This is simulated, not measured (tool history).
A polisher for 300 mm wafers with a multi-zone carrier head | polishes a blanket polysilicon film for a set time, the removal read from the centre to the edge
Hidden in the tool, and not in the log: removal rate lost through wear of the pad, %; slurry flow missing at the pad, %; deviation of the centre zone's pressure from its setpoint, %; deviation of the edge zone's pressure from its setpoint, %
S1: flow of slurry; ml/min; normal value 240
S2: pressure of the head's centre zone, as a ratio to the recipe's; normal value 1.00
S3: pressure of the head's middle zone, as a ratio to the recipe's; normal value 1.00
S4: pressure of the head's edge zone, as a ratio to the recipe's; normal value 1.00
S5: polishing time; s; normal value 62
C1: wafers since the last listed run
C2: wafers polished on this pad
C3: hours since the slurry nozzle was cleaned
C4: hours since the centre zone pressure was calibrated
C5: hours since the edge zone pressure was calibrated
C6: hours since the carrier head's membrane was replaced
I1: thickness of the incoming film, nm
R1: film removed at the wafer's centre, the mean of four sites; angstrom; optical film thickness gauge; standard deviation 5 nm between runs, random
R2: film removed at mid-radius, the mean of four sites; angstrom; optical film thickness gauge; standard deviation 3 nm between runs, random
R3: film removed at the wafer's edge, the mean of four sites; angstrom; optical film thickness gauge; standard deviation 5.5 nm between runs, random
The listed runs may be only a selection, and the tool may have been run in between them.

| run | hour | S1 | S2 | S3 | S4 | S5 | C1 | C2 | C3 | C4 | C5 | C6 | I1 | R1 | R2 | R3 |
|---|---|---|---|---|---|---|---|---|---|---|---|---|---|---|---|---|
| 1 | 0.0 | 240 | 1.00 | 1.00 | 1.00 | 62 | 0 | 1009 | 577.8 | 644.3 | 1031.0 | 1408.5 | 1546.2 | 3530 | 3521 | 3672 |
| 2 | 12.3 | 240 | 1.00 | 1.00 | 1.00 | 62 | 116 | 1125 | 590.1 | 656.6 | 1043.3 | 1420.8 | 1550.5 | 3492 | 3500 | 3685 |
| 3 | 36.5 | 240 | 1.00 | 1.00 | 1.00 | 62 | 228 | 1354 | 614.3 | 680.8 | 1067.5 | 1445.0 | 1567.1 | 3466 | 3435 | 3465 |
|  | 41.3 | worn pad replaced by a new one |
| 4 | 69.8 | 240 | 0.92 | 1.00 | 1.00 | 62 | 277 | 269 | 647.6 | 714.1 | 1100.8 | 1478.3 | 1560.1 | 3525 | 3788 | 3889 |
| 5 | 87.3 | 240 | 0.92 | 1.00 | 1.00 | 62 | 165 | 435 | 665.1 | 731.6 | 1118.3 | 1495.8 | 1554.2 | 3442 | 3782 | 3921 |
| 6 | 116.9 | 240 | 1.00 | 1.00 | 1.00 | 62 | 279 | 715 | 694.7 | 761.2 | 1147.9 | 1525.4 | 1531.6 | 3610 | 3686 | 3687 |
| 7 | 135.4 | 240 | 1.00 | 1.00 | 1.00 | 62 | 174 | 889 | 713.2 | 779.7 | 1166.4 | 1543.9 | 1549.8 | 3578 | 3571 | 3708 |
| 8 | 154.9 | 290 | 1.00 | 1.05 | 1.00 | 62 | 184 | 1074 | 732.7 | 799.2 | 1185.9 | 1563.4 | 1535.5 | 3633 | 3729 | 3688 |
| 9 | 184.5 | 180 | 1.06 | 1.09 | 0.92 | 62 | 279 | 1354 | 762.3 | 828.8 | 1215.5 | 1593.0 | 1520.3 | 3459 | 3595 | 3378 |
| 10 | 211.8 | 290 | 1.00 | 1.05 | 1.00 | 62 | 258 | 1612 | 789.6 | 856.1 | 1242.8 | 1620.3 | 1546.2 | 3344 | 3575 | 3531 |
|  | 230.5 | worn pad replaced by a new one |
| 11 | 231.1 | 240 | 1.00 | 1.00 | 1.00 | 62 | 144 | 6 | 808.9 | 875.4 | 1262.1 | 1639.6 | 1547.1 | 3772 | 3917 | 3982 |
|  | 236.5 | edge zone pressure recalibrated |
| 12 | 249.4 | 190 | 1.07 | 1.00 | 1.00 | 62 | 154 | 160 | 827.2 | 893.7 | 12.9 | 1657.9 | 1541.4 | 3868 | 3698 | 3799 |
|  | 269.0 | slurry nozzle cleaned |
| 13 | 280.3 | 240 | 1.00 | 0.93 | 1.00 | 80 | 282 | 442 | 11.3 | 924.6 | 43.8 | 1688.8 | 1556.3 | 4759 | 4496 | 4975 |
| 14 | 305.9 | 240 | 1.00 | 1.00 | 1.00 | 62 | 242 | 684 | 36.9 | 950.2 | 69.4 | 1714.4 | 1536.4 | 3549 | 3643 | 3736 |
| 15 | 334.0 | 240 | 1.11 | 1.00 | 1.00 | 62 | 265 | 950 | 65.0 | 978.3 | 97.5 | 1742.5 | 1583.0 | 3815 | 3555 | 3702 |
|  | 342.4 | centre zone pressure recalibrated |
|  | 361.6 | carrier head's membrane replaced by a new one |
| 16 | 363.0 | 240 | 1.00 | 1.00 | 1.00 | 62 | 207 | 1158 | 94.0 | 20.6 | 126.5 | 1.4 | 1537.7 | 3431 | 3472 | 3703 |
| 17 | 380.6 | 275 | 1.11 | 1.10 | 1.00 | 79 | 166 | 1324 | 111.6 | 38.2 | 144.1 | 19.0 | 1580.6 | 4806 | 4852 | 4486 |
|  | 404.0 | worn pad replaced by a new one |
| 18 | 404.5 | 240 | 1.08 | 1.07 | 1.00 | 62 | 188 | 5 | 135.5 | 62.1 | 168.0 | 42.9 | 1524.1 | 3993 | 4064 | 3873 |
| 19 | 501.0 | 240 | 1.00 | 1.00 | 1.12 | 70 | 912 | 917 | 232.0 | 158.6 | 264.5 | 139.4 | 1568.9 | 3982 | 4021 | 4438 |
| 20 | 529.9 | 240 | 0.90 | 1.00 | 1.00 | 62 | 273 | 1190 | 260.9 | 187.5 | 293.4 | 168.3 | 1533.6 | 3144 | 3494 | 3659 |
| 21 | 544.4 | 240 | 0.96 | 1.00 | 1.00 | 62 | 137 | 1327 | 275.4 | 202.0 | 307.9 | 182.8 | 1561.6 | 3363 | 3454 | 3514 |

State the hidden condition of the tool at each of the runs:
slurry flow missing at the pad, %: 0 in every run
deviation of the centre zone's pressure from its setpoint, %: 0 in every run
deviation of the edge zone's pressure from its setpoint, %: 0 in every run
H1: removal rate lost through wear of the pad, %
| run | H1 |
|---|---|
| 1 | 7.87 |
| 2 | 8.74 |
| 3 | 10.4 |
| 4 | 2.21 |
| 5 | 3.44 |
| 6 | 5.53 |
| 7 | 6.84 |
| 8 | 8.21 |
| 9 | 10.3 |
| 10 | 12.2 |
| 11 | 0.0912 |
| 12 | 1.38 |
| 13 | 3.56 |
| 14 | 5.37 |
| 15 | 7.35 |
| 16 | 9.4 |
| 17 | 10.6 |
| 18 | 1.04 |
| 19 | 7.85 |
| 20 | 9.89 |
| 21 | 10.9 |
